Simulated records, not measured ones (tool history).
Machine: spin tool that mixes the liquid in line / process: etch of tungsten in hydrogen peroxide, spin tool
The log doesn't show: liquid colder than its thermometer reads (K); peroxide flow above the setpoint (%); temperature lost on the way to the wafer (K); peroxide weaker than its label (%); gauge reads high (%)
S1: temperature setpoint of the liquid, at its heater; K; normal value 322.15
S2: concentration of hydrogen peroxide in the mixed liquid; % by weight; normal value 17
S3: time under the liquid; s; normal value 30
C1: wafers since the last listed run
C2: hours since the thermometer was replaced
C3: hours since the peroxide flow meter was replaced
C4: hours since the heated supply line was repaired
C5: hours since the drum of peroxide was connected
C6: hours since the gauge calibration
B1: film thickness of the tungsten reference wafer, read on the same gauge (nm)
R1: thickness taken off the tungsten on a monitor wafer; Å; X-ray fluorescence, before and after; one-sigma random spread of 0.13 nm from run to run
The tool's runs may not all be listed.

run 1 hour=0 | S1=322.15 S2=19.5 S3=45 | C1=0 C2=3126.2 C3=1431.5 C4=3621.1 C5=229.8 C6=493.4 | B1=109.99 | R1=596.6
run 2 hour=12.8 | S1=322.15 S2=18.5 S3=45 | C1=137 C2=3139 C3=1444.3 C4=3633.9 C5=242.6 C6=506.2 | B1=109.99 | R1=580.6
run 3 hour=39.5 | S1=322.15 S2=18.5 S3=45 | C1=287 C2=3165.7 C3=1471 C4=3660.6 C5=269.3 C6=532.9 | B1=109.99 | R1=581.9
run 4 hour=59.2 | S1=322.15 S2=18.5 S3=45 | C1=212 C2=3185.4 C3=1490.7 C4=3680.3 C5=289 C6=552.6 | B1=110.03 | R1=579
-- hour=62.8 gauge calibrated
run 5 hour=84.1 | S1=319.15 S2=12.5 S3=30 | C1=268 C2=3210.3 C3=1515.6 C4=3705.2 C5=313.9 C6=21.3 | B1=109.99 | R1=263.4
-- hour=91.4 thermometer replaced
run 6 hour=97.5 | S1=322.15 S2=17 S3=30 | C1=133 C2=6.1 C3=1529 C4=3718.6 C5=327.3 C6=34.7 | B1=110.03 | R1=372
run 7 hour=181.9 | S1=313.65 S2=13.5 S3=45 | C1=909 C2=90.5 C3=1613.4 C4=3803 C5=411.7 C6=119.1 | B1=110.02 | R1=290
run 8 hour=203.7 | S1=322.15 S2=19 S3=20 | C1=234 C2=112.3 C3=1635.2 C4=3824.8 C5=433.5 C6=140.9 | B1=109.99 | R1=261.8
run 9 hour=234.5 | S1=325.65 S2=14 S3=30 | C1=331 C2=143.1 C3=1666 C4=3855.6 C5=464.3 C6=171.7 | B1=110.03 | R1=419.5
run 10 hour=247.1 | S1=322.15 S2=17 S3=25 | C1=135 C2=155.7 C3=1678.6 C4=3868.2 C5=476.9 C6=184.3 | B1=110 | R1=310.6
run 11 hour=261.8 | S1=322.15 S2=17 S3=30 | C1=158 C2=170.4 C3=1693.3 C4=3882.9 C5=491.6 C6=199 | B1=110.01 | R1=374.1
run 12 hour=276.1 | S1=325.15 S2=17 S3=30 | C1=154 C2=184.7 C3=1707.6 C4=3897.2 C5=505.9 C6=213.3 | B1=110.01 | R1=447.1
run 13 hour=304.3 | S1=330.65 S2=12.5 S3=45 | C1=303 C2=212.9 C3=1735.8 C4=3925.4 C5=534.1 C6=241.5 | B1=110.02 | R1=800.8
run 14 hour=330.6 | S1=318.65 S2=17 S3=15 | C1=283 C2=239.2 C3=1762.1 C4=3951.7 C5=560.4 C6=267.8 | B1=110.03 | R1=149
run 15 hour=364.6 | S1=322.15 S2=13.5 S3=30 | C1=366 C2=273.2 C3=1796.1 C4=3985.7 C5=594.4 C6=301.8 | B1=110.01 | R1=333.6
-- hour=372.9 peroxide flow meter replaced
-- hour=374.5 new drum of peroxide connected
run 16 hour=379 | S1=316.15 S2=21.5 S3=15 | C1=133 C2=287.6 C3=6.1 C4=4000.1 C5=4.5 C6=316.2 | B1=109.98 | R1=137.3
run 17 hour=405.4 | S1=330.15 S2=13 S3=45 | C1=284 C2=314 C3=32.5 C4=4026.5 C5=30.9 C6=342.6 | B1=110 | R1=758.1
-- hour=421 heated supply line repaired
run 18 hour=428.7 | S1=322.15 S2=17 S3=30 | C1=240 C2=337.3 C3=55.8 C4=7.7 C5=54.2 C6=365.9 | B1=110.02 | R1=381.8
run 19 hour=446.5 | S1=322.15 S2=17 S3=30 | C1=191 C2=355.1 C3=73.6 C4=25.5 C5=72 C6=383.7 | B1=109.98 | R1=378.9
run 20 hour=474.5 | S1=322.15 S2=17 S3=30 | C1=301 C2=383.1 C3=101.6 C4=53.5 C5=100 C6=411.7 | B1=110 | R1=382.1
run 21 hour=507.6 | S1=325.15 S2=13.5 S3=25 | C1=356 C2=416.2 C3=134.7 C4=86.6 C5=133.1 C6=444.8 | B1=109.97 | R1=339.2
run 22 hour=532 | S1=322.15 S2=17 S3=30 | C1=262 C2=440.6 C3=159.1 C4=111 C5=157.5 C6=469.2 | B1=109.97 | R1=378.6
run 23 hour=565.6 | S1=326.65 S2=22 S3=45 | C1=362 C2=474.2 C3=192.7 C4=144.6 C5=191.1 C6=502.8 | B1=109.95 | R1=852.3
run 24 hour=594.1 | S1=322.15 S2=17 S3=30 | C1=307 C2=502.7 C3=221.2 C4=173.1 C5=219.6 C6=531.3 | B1=110.05 | R1=380.6
-- hour=619.6 gauge calibrated
run 25 hour=629.6 | S1=322.15 S2=17 S3=30 | C1=382 C2=538.2 C3=256.7 C4=208.6 C5=255.1 C6=10 | B1=110.01 | R1=380.7
run 26 hour=659.8 | S1=313.15 S2=14.5 S3=50 | C1=325 C2=568.4 C3=286.9 C4=238.8 C5=285.3 C6=40.2 | B1=110.01 | R1=330.9

Branching from run 26: 4 alternative next runs. What would each branch give?
run A hour=660.2 | S1=322.15 S2=17 S3=30 | C1=4 C2=568.8 C3=287.3 C4=239.2 C5=285.7 C6=40.6 | B1=? | R1=?
run B hour=660.2 | S1=315.15 S2=17 S3=30 | C1=4 C2=568.8 C3=287.3 C4=239.2 C5=285.7 C6=40.6 | B1=? | R1=?
run C hour=660.2 | S1=316.15 S2=15 S3=30 | C1=4 C2=568.8 C3=287.3 C4=239.2 C5=285.7 C6=40.6 | B1=? | R1=?
run D hour=660.2 | S1=322.15 S2=20 S3=30 | C1=4 C2=568.8 C3=287.3 C4=239.2 C5=285.7 C6=40.6 | B1=? | R1=?

run=A B1=109.96 R1=380.3
run=B B1=109.96 R1=244.8
run=C B1=109.96 R1=245.2
run=D B1=109.96 R1=412.5
Without the tool's unlogged condition, the same runs would have read:
run=A R1=379.6
run=B R1=244.5
run=C R1=244.8
run=D R1=411.7
